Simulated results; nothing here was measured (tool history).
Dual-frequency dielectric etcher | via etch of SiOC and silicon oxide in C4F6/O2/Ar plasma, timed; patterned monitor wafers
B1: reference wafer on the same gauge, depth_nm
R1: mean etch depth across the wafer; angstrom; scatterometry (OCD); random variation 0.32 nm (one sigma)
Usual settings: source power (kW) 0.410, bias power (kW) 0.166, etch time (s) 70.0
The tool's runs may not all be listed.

Run 1, hour 0.0: usual settings but source power (kW) 0.480; B1 75.6. Result: R1 787 angstrom.
Run 2, hour 72.9: usual settings but source power (kW) 0.480; B1 75.5. Result: R1 789 angstrom.
Run 3, hour 119.9: usual settings but source power (kW) 0.480; B1 75.5. Result: R1 786 angstrom.
At hour 179.8: wet clean of the chamber.
Run 4, hour 296.4: usual settings but etch time (s) 78.0; B1 75.5. Result: R1 841 angstrom.
At hour 319.3: gauge calibrated.
Run 5, hour 396.7: usual settings but etch time (s) 78.0; B1 75.5. Result: R1 839 angstrom.
At hour 486.1: bias power generator calibrated.
Run 6, hour 494.8: usual settings; B1 75.5. Result: R1 743 angstrom.
Run 7, hour 567.7: usual settings but source power (kW) 0.370; B1 75.5. Result: R1 707 angstrom.
Run 8, hour 632.5: usual settings but source power (kW) 0.370; B1 75.5. Result: R1 706 angstrom.
Run 9, hour 688.7: usual settings but source power (kW) 0.320, bias power (kW) 0.195, etch time (s) 50.0; B1 75.5. Result: R1 492 angstrom.
At hour 695.5: source power generator calibrated.
At hour 733.7: upper electrode replaced.
Run 10, hour 740.0: usual settings but bias power (kW) 0.206; B1 75.5. Result: R1 766 angstrom.
Run 11, hour 800.5: usual settings but source power (kW) 0.380, etch time (s) 61.0; B1 75.5. Result: R1 615 angstrom.
Run 12, hour 847.0: usual settings but source power (kW) 0.450, bias power (kW) 0.126; B1 75.5. Result: R1 710 angstrom.
At hour 897.6: gauge calibrated.
At hour 909.7: wet clean of the chamber.
Run 13, hour 910.2: usual settings but source power (kW) 0.360, bias power (kW) 0.126; B1 75.5. Result: R1 684 angstrom.
Run 14, hour 1015.9: usual settings; B1 75.5. Result: R1 754 angstrom.
Run 15, hour 1093.6: usual settings; B1 75.5. Result: R1 748 angstrom.
Run 16, hour 1138.7: usual settings but source power (kW) 0.340; B1 75.5. Result: R1 695 angstrom.
Run 17, hour 1210.0: usual settings but bias power (kW) 0.198, etch time (s) 54.0; B1 75.5. Result: R1 590 angstrom.

5 ways to go on from here, each from the tool as it stands after run 17. What would each give?
Run A, hour 1210.4: usual settings; B1 ?. Result: R1 ?.
Run B, hour 1210.4: usual settings but source power (kW) 0.480, bias power (kW) 0.196, etch time (s) 54.0; B1 ?. Result: R1 ?.
Run C, hour 1210.4: usual settings but etch time (s) 78.5; B1 ?. Result: R1 ?.
Run D, hour 1210.4: usual settings but source power (kW) 0.440, bias power (kW) 0.129, etch time (s) 89.0; B1 ?. Result: R1 ?.
Run E, hour 1210.4: usual settings but bias power (kW) 0.126; B1 ?. Result: R1 ?.

run    B1   R1
  A  75.5  735
  B  75.5  626
  C  75.5  824
  D  75.5  917
  E  75.5  698
Without the tool's hidden state the same runs would have given:
run   R1
  A  753
  B  641
  C  844
  D  939
  E  715
